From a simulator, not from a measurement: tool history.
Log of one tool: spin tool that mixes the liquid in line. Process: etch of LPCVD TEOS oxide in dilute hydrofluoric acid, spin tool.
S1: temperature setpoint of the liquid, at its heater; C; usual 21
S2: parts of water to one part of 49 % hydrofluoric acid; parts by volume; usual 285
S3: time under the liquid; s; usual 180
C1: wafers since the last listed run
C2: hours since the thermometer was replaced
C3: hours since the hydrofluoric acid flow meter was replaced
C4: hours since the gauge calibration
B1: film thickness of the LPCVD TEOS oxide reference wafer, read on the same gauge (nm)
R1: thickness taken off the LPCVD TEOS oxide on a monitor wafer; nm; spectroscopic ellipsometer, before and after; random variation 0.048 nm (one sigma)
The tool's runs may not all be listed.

| run | hour | S1 | S2 | S3 | C1 | C2 | C3 | C4 | B1 | R1 |
|---|---|---|---|---|---|---|---|---|---|---|
| 1 | 0 | 21 | 285 | 100 | 0 | 2165.1 | 1374.5 | 143.1 | 29.97 | 7.44 |
| 2 | 12 | 21 | 285 | 100 | 71 | 2177.1 | 1386.5 | 155.1 | 30.01 | 7.45 |
| 3 | 27.3 | 21 | 285 | 100 | 90 | 2192.4 | 1401.8 | 170.4 | 30.01 | 7.44 |
| 4 | 36.9 | 21 | 285 | 180 | 56 | 2202 | 1411.4 | 180 | 29.97 | 13.45 |
| 5 | 48.6 | 21 | 285 | 180 | 69 | 2213.7 | 1423.1 | 191.7 | 29.99 | 13.44 |
| 6 | 58.7 | 21 | 285 | 180 | 59 | 2223.8 | 1433.2 | 201.8 | 29.99 | 13.46 |
| 7 | 71.2 | 21 | 285 | 180 | 74 | 2236.3 | 1445.7 | 214.3 | 30 | 13.46 |
| 8 | 80.1 | 21 | 285 | 180 | 52 | 2245.2 | 1454.6 | 223.2 | 30 | 13.52 |
| 9 | 92.1 | 21 | 285 | 180 | 71 | 2257.2 | 1466.6 | 235.2 | 29.97 | 13.49 |
| 10 | 108.2 | 21 | 285 | 180 | 95 | 2273.3 | 1482.7 | 251.3 | 29.99 | 13.54 |
| 11 | 115.1 | 21 | 285 | 180 | 40 | 2280.2 | 1489.6 | 258.2 | 30.03 | 13.54 |
| 12 | 127.2 | 21 | 285 | 180 | 71 | 2292.3 | 1501.7 | 270.3 | 30.02 | 13.46 |
| 13 | 142.4 | 21 | 285 | 180 | 90 | 2307.5 | 1516.9 | 285.5 | 30.03 | 13.52 |
| 14 | 157.9 | 21 | 285 | 135 | 92 | 2323 | 1532.4 | 301 | 30.02 | 10.12 |
| 15 | 169 | 26 | 285 | 180 | 65 | 2334.1 | 1543.5 | 312.1 | 30.01 | 16.18 |
| 16 | 184.7 | 19.5 | 410 | 125 | 93 | 2349.8 | 1559.2 | 327.8 | 30.02 | 5.61 |
|  | 187.8 | hydrofluoric acid flow meter replaced |
|  | 198.9 | thermometer replaced |
| 17 | 201.9 | 19.5 | 285 | 180 | 90 | 3 | 14.1 | 345 | 29.98 | 11.35 |
|  | 205.2 | gauge calibrated |
| 18 | 217.7 | 21 | 285 | 180 | 93 | 18.8 | 29.9 | 12.5 | 29.99 | 12.02 |
| 19 | 234.9 | 19.5 | 410 | 125 | 102 | 36 | 47.1 | 29.7 | 30 | 4.91 |
| 20 | 247.7 | 21 | 285 | 150 | 75 | 48.8 | 59.9 | 42.5 | 30.02 | 9.98 |

The next listed run, before its measurement:
| 21 | 263.3 | 24 | 195 | 90 | 92 | 64.4 | 75.5 | 58.1 | ? | ? |

{"run 21": {"B1": 30.01, "R1": 10.71}}
Without the tool's hidden state the same run would have given R1 10.61 nm.

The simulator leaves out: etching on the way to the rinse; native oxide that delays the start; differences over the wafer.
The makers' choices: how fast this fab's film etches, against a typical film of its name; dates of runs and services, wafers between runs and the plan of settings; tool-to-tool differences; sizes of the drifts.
